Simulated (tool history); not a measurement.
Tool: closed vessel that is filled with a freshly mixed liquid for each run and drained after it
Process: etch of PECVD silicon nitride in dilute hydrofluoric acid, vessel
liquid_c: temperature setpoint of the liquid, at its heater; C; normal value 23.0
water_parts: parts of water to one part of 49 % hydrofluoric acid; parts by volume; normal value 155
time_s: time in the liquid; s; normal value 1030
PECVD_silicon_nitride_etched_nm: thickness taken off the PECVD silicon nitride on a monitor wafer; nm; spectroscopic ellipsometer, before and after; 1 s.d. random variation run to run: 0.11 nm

run,hour,liquid_c,water_parts,time_s,wafers since the last listed run,hours since the thermometer was replaced,hours since the hydrofluoric acid flow meter was replaced,hours since the gauge calibration,"read-back film thickness of the PECVD silicon nitride reference wafer, read on the same gauge (nm)",PECVD_silicon_nitride_etched_nm
1,0.0,23.0,155,1030,0,837.5,782.5,617.7,49.97,16.29
2,20.4,23.0,155,1030,947,857.9,802.9,638.1,50.05,16.19
3,38.8,23.0,155,1030,854,876.3,821.3,656.5,50.01,16.09
4,57.9,23.0,155,1030,886,895.4,840.4,675.6,49.98,16.20
5,75.0,23.0,155,1030,793,912.5,857.5,692.7,49.96,16.15
6,91.0,23.0,155,1030,742,928.5,873.5,708.7,50.03,16.23
7,119.9,23.0,155,1030,1341,957.4,902.4,737.6,50.00,15.99
8,149.3,23.0,180,660,1365,986.8,931.8,767.0,50.00,8.83
# hour 182.1: thermometer replaced
9,182.6,23.0,180,660,1499,0.5,965.1,800.3,50.00,8.82
10,199.9,23.0,180,660,803,17.8,982.4,817.6,49.97,8.85
11,224.7,23.0,155,1030,1151,42.6,1007.2,842.4,50.04,16.03
12,253.0,23.0,155,1030,1313,70.9,1035.5,870.7,50.00,15.84
13,269.1,23.0,155,1030,747,87.0,1051.6,886.8,50.00,15.70
# hour 289.4: gauge calibrated
14,291.7,27.0,85,1030,1049,109.6,1074.2,2.3,50.04,37.54
15,311.0,23.0,105,1580,896,128.9,1093.5,21.6,50.03,35.77
16,341.0,27.5,210,640,1392,158.9,1123.5,51.6,49.98,9.64
17,365.7,23.0,155,1030,1146,183.6,1148.2,76.3,49.95,15.99
18,389.7,23.0,210,1195,1114,207.6,1172.2,100.3,50.01,13.67
19,413.0,21.0,155,1350,1081,230.9,1195.5,123.6,49.96,18.12
20,443.1,19.5,190,1030,1397,261.0,1225.6,153.7,49.94,10.26
21,463.2,27.0,155,1030,933,281.1,1245.7,173.8,49.97,20.29
22,478.9,23.0,200,1225,728,296.8,1261.4,189.5,50.01,14.78
23,491.9,25.0,185,710,603,309.8,1274.4,202.5,50.04,10.42
24,509.1,21.0,120,1435,798,327.0,1291.6,219.7,50.00,25.01
# hour 513.9: hydrofluoric acid flow meter replaced
25,614.3,23.0,155,1030,4837,432.2,100.4,324.9,49.99,16.49
26,631.1,24.5,130,1470,780,449.0,117.2,341.7,50.05,31.06
27,653.9,23.0,155,1210,1058,471.8,140.0,364.5,50.00,19.57
28,680.0,19.5,155,1030,1211,497.9,166.1,390.6,50.01,13.23
29,712.5,24.5,155,875,1508,530.4,198.6,423.1,50.02,15.62
30,743.5,23.0,155,1030,1439,561.4,229.6,454.1,50.01,16.33
31,848.5,19.0,125,780,4875,666.4,334.6,559.1,49.96,11.75

Hidden state, per run?
liquid colder than its thermometer reads (K): 0 across all the runs
gauge reads high (%): 0 across all the runs
H1: hydrofluoric acid flow below the setpoint (%)
run,H1
1,3.42
2,3.51
3,3.59
4,3.67
5,3.74
6,3.81
7,3.93
8,4.06
9,4.2
10,4.27
11,4.37
12,4.49
13,4.56
14,4.66
15,4.74
16,4.87
17,4.97
18,5.07
19,5.17
20,5.3
21,5.38
22,5.45
23,5.5
24,5.58
25,0.524
26,0.595
27,0.691
28,0.802
29,0.939
30,1.07
31,1.51
